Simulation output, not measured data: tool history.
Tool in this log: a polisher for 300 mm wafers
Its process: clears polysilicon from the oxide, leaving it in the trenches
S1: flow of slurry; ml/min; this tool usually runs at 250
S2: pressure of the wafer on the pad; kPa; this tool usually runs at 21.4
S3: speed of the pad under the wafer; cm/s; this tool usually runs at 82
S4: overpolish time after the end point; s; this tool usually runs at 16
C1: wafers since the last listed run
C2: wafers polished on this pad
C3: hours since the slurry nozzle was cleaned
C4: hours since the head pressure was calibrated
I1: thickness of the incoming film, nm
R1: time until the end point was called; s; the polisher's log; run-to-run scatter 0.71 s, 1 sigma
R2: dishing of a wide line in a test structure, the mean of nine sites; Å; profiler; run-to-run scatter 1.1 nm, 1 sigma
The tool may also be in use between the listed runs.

run,day,S1,S2,S3,S4,C1,C2,C3,C4,I1,R1,R2
1,0,250,21.4,82,16,0,1492,182,696.2,485,36.1,809
2,1.433,250,21.4,82,16,282,1774,216.4,730.6,484.5,36.5,811
3,2.221,250,21.4,82,16,154,1929,235.3,749.5,495.6,36.4,805
# day 2.371: slurry nozzle cleaned
# day 2.925: worn pad replaced by a new one
4,3.646,250,21.4,82,16,239,141,30.6,783.7,487.1,36.2,809
5,4.908,250,24.8,82,16,248,389,60.9,814,486.1,32.5,839
6,5.492,250,24.8,82,16,114,504,74.9,828,495.5,32.9,833
7,6.267,250,21.4,82,16,152,657,93.5,846.6,486,36.6,814
8,9.629,250,21.4,82,16,661,1319,174.2,927.3,497.8,36.2,821
9,10.575,250,21.4,82,16,186,1505,196.9,950,495.6,36.9,838
10,11.562,250,21.4,82,9,194,1699,220.6,973.7,491.5,35.7,682
11,12.388,250,21.4,82,9,162,1861,240.4,993.5,486.5,35.4,701
# day 13.321: slurry nozzle cleaned
# day 14.296: worn pad replaced by a new one
# day 15.575: head pressure recalibrated
12,15.767,305,15.9,68,26,607,272,58.7,4.6,483.1,55.4,813
13,17.217,250,21.4,82,16,285,558,93.5,39.4,494.3,40.9,780
14,17.925,170,28.3,104,16,139,697,110.5,56.4,492.8,28.9,819
15,18.671,250,21.4,82,16,146,844,128.4,74.3,489.3,41.8,795
16,19.55,250,21.4,82,16,173,1017,149.5,95.4,494.1,39.9,806
17,20.104,165,15.9,106,10,109,1126,162.8,108.7,481.7,45,649
18,22.367,250,15.9,82,16,445,1571,217.1,163,490.5,51.2,763
19,23.346,185,21.4,82,16,192,1764,240.6,186.5,482.5,39.9,776
20,24.762,250,21.4,82,16,278,2043,274.6,220.5,487.1,40,795
# day 25.233: slurry nozzle cleaned
# day 25.625: worn pad replaced by a new one
21,25.646,340,26.2,98,22,132,4,9.9,241.7,492,29.3,857
22,26.758,250,21.4,82,16,218,223,36.6,268.4,491.7,41.2,797
23,27.725,250,21.4,70,16,190,413,59.8,291.6,486.6,43.1,788
24,28.567,250,21.4,82,16,165,579,80,311.8,492.6,39.5,795
25,29.275,250,17.9,94,16,139,718,97,328.8,492.8,42.5,778
26,30.75,250,21.4,82,16,290,1009,132.4,364.2,489.5,38.9,804
27,31.958,250,21.4,82,16,237,1246,161.4,393.2,482.7,38.6,804
28,33.117,275,21.4,82,11,227,1474,189.2,421,491.7,38.5,707
29,34.275,250,21.4,82,16,227,1702,217,448.8,489.4,39.2,800
# day 36.167: slurry nozzle cleaned
# day 36.638: worn pad replaced by a new one
30,37.388,250,15.9,56,16,571,147,29.3,523.5,487.8,59.3,690
31,39.183,250,21.4,82,16,353,500,72.4,566.6,497.8,39,810
32,39.767,250,15.2,82,24,114,615,86.4,580.6,497.9,50.7,832
33,40.317,325,21.4,72,23,108,723,99.6,593.8,492.4,40.7,844
34,40.988,325,14.5,70,7,132,855,115.7,609.9,489.3,57.2,467

Run-by-run hidden state of the tool:
removal rate lost through wear of the pad, %: 0 across all the runs
slurry flow missing at the pad, %: 0 across all the runs
H1: deviation of the head's pressure from its setpoint, %
run,H1
1,9.54
2,9.95
3,10.2
4,10.6
5,10.9
6,11.1
7,11.3
8,12.3
9,12.6
10,12.8
11,13.1
12,-1.94
13,-1.53
14,-1.33
15,-1.11
16,-0.862
17,-0.703
18,-0.056
19,0.224
20,0.629
21,0.882
22,1.2
23,1.48
24,1.72
25,1.92
26,2.34
27,2.69
28,3.02
29,3.35
30,4.24
31,4.75
32,4.92
33,5.08
34,5.27
